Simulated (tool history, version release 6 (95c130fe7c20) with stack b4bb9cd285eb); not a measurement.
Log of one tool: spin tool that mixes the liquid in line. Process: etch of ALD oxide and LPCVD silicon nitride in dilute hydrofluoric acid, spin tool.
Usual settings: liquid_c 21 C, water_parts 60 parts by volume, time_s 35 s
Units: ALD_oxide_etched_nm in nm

run     day  liquid_c  water_parts  time_s  wafers since the last listed run  hours since the thermometer was replaced  hours since the hydrofluoric acid flow meter was replaced  hours since the gauge calibration  read-back film thickness of the ALD oxide reference wafer, read on the same gauge (nm)  ALD_oxide_etched_nm
  1       0        21           60      30                                 0                                    1383.8                                                     1138.6                              787.7                                                                                      90                14.31
  2   2.367        21           60      30                               653                                    1440.6                                                     1195.4                              844.5                                                                                   89.99                14.31
  3   8.542        21           60      30                              1704                                    1588.8                                                     1343.6                              992.7                                                                                      90                14.39
  4  10.296        23           60      35                               484                                    1630.9                                                     1385.7                             1034.8                                                                                   90.01                18.02
  5    15.4        21           60      35                              1408                                    1753.4                                                     1508.2                             1157.3                                                                                      90                16.65
  6  17.729        21           60      35                               642                                    1809.3                                                     1564.1                             1213.2                                                                                      90                16.41
  7  20.112        21           60      35                               657                                    1866.5                                                     1621.3                             1270.4                                                                                   89.99                 16.2
       21.1  -- gauge calibrated
  8  22.771        21           60      35                               733                                    1930.3                                                     1685.1                               40.1                                                                                   89.98                16.27
  9  24.271        21           60      35                               414                                    1966.3                                                     1721.1                               76.1                                                                                   90.02                16.31
     25.846  -- hydrofluoric acid flow meter replaced
 10  27.046        21           60      45                               754                                    2032.9                                                       28.8                              142.7                                                                                      90                20.71
 11    28.2        21           60      35                               318                                    2060.6                                                       56.5                              170.4                                                                                      90                16.34
     34.508  -- thermometer replaced
 12  36.646        17           85      35                              2319                                      51.3                                                      259.2                              373.1                                                                                   90.02                 10.3
 13  38.475        23           75      35                               504                                      95.2                                                      303.1                                417                                                                                   89.99                15.49
 14  40.683      24.5           80      20                               609                                     148.2                                                      356.1                                470                                                                                      90                  8.7
 15  43.408      25.5           70      50                               752                                     213.6                                                      421.5                              535.4                                                                                   89.98                26.12
 16  46.254        26           35      40                               785                                     281.9                                                      489.8                              603.7                                                                                      90                44.36
 17  48.508        21           60      35                               622                                       336                                                      543.9                              657.8                                                                                   89.99                17.75
 18  51.283      19.5           60      35                               765                                     402.6                                                      610.5                              724.4                                                                                   89.98                16.57
 19  53.238        23           40      20                               539                                     449.5                                                      657.4                              771.3                                                                                      90                16.93

Hidden state at the last listed run before each entry between runs and at the first one after, where it differs:
Between runs 7 and 8: gauge calibrated (day 21.1)
  liquid colder than its thermometer reads (K): 2.67 -> 2.75
  measured less the result without the state, ALD_oxide_etched_nm: -1.94 -> -2.01 nm
Between runs 9 and 10: hydrofluoric acid flow meter replaced (day 25.846)
  liquid colder than its thermometer reads (K): 2.79 -> 2.88
  measured less the result without the state, ALD_oxide_etched_nm: -2.05 -> -2.69 nm
Between runs 11 and 12: thermometer replaced (day 34.508)
  liquid colder than its thermometer reads (K): 2.91 -> 0.362
  measured less the result without the state, ALD_oxide_etched_nm: -2.14 -> -0.16 nm
